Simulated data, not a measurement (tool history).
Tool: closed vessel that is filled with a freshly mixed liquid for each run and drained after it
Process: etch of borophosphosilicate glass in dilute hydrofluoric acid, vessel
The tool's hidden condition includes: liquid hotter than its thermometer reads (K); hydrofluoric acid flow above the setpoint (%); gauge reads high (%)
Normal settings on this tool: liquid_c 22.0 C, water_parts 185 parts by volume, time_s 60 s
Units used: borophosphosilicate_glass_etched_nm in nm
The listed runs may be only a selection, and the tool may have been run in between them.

run,day,liquid_c,water_parts,time_s,wafers since the last listed run,hours since the thermometer was replaced,hours since the hydrofluoric acid flow meter was replaced,hours since the gauge calibration,"read-back film thickness of the borophosphosilicate glass reference wafer, read on the same gauge (nm)",borophosphosilicate_glass_etched_nm
1,0.000,22.0,185,60,0,489.1,1154.6,2057.2,30.00,13.40
2,3.138,22.0,185,60,7337,564.4,1229.9,2132.5,29.98,13.27
3,5.838,22.0,185,40,6314,629.2,1294.7,2197.3,30.00,8.94
# day 7.225: thermometer replaced
4,9.117,22.0,185,40,7571,45.4,1373.4,2276.0,30.00,8.84
5,12.958,22.0,185,60,8984,137.6,1465.6,2368.2,30.00,13.41
6,14.629,22.0,185,60,3907,177.7,1505.7,2408.3,30.01,13.41
7,16.350,22.0,185,60,4024,219.0,1547.0,2449.6,30.00,13.51
8,18.800,23.5,135,60,5729,277.8,1605.8,2508.4,30.02,21.02
9,21.908,23.5,135,60,7269,352.4,1680.4,2583.0,30.00,20.90
10,26.025,23.5,135,60,9627,451.2,1779.2,2681.8,30.02,21.06
11,29.521,22.0,185,60,8175,535.1,1863.1,2765.7,29.99,13.83
12,31.096,22.0,185,60,3683,572.9,1900.9,2803.5,30.01,13.85
# day 32.808: hydrofluoric acid flow meter replaced
13,34.279,22.0,250,75,7347,649.3,35.3,2879.9,29.99,10.56
14,38.171,22.0,185,60,9101,742.7,128.7,2973.3,29.97,12.18
# day 38.704: thermometer replaced
15,41.800,22.0,235,60,8390,74.3,215.8,3060.4,30.01,9.27
16,45.096,24.0,185,60,7707,153.4,294.9,3139.5,29.98,13.32
17,49.054,22.0,185,60,9257,248.4,389.9,3234.5,30.01,12.46
# day 50.350: gauge calibrated
18,52.279,22.0,210,60,7542,325.8,467.3,46.3,30.00,11.07
19,56.771,26.5,185,60,10504,433.6,575.1,154.1,30.01,14.81
20,60.733,22.0,185,60,9267,528.7,670.2,249.2,30.03,12.71
21,64.258,25.0,185,70,8243,613.3,754.8,333.8,30.01,16.76
22,66.933,22.0,130,30,6256,677.5,819.0,398.0,29.98,9.69
# day 69.488: thermometer replaced
23,70.317,19.5,185,80,7815,19.9,900.2,479.2,30.02,15.70
24,71.946,20.5,185,85,3810,59.0,939.3,518.3,30.02,17.64
25,75.179,20.0,215,95,7561,136.6,1016.9,595.9,29.98,15.64
26,77.012,26.0,185,60,4287,180.6,1060.9,639.9,30.00,15.07
27,78.996,25.5,185,60,4638,228.2,1108.5,687.5,30.00,14.92
28,80.958,22.0,130,30,4589,275.3,1155.6,734.6,30.00,9.97
29,82.712,22.0,185,60,4102,317.4,1197.7,776.7,30.02,13.15
30,84.596,22.0,185,45,4404,362.6,1242.9,821.9,30.02,9.94
31,86.950,22.0,185,60,5505,419.1,1299.4,878.4,29.98,13.30
32,90.529,26.5,250,85,8370,505.0,1385.3,964.3,30.01,15.67
33,95.025,18.5,250,35,10514,612.9,1493.2,1072.2,30.00,4.78

Here are 3 independent what-if runs from the current tool condition. What would each one return?
A,95.054,24.5,185,60,68,613.6,1493.9,1072.9,?,?
B,95.054,20.5,185,45,68,613.6,1493.9,1072.9,?,?
C,95.054,19.0,135,80,68,613.6,1493.9,1072.9,?,?

run,"read-back film thickness of the borophosphosilicate glass reference wafer, read on the same gauge (nm)",borophosphosilicate_glass_etched_nm
A,30.00,14.75
B,30.00,9.49
C,30.00,22.84
What these runs would have given with no unlogged condition in the tool:
run,borophosphosilicate_glass_etched_nm
A,13.36
B,8.61
C,20.80

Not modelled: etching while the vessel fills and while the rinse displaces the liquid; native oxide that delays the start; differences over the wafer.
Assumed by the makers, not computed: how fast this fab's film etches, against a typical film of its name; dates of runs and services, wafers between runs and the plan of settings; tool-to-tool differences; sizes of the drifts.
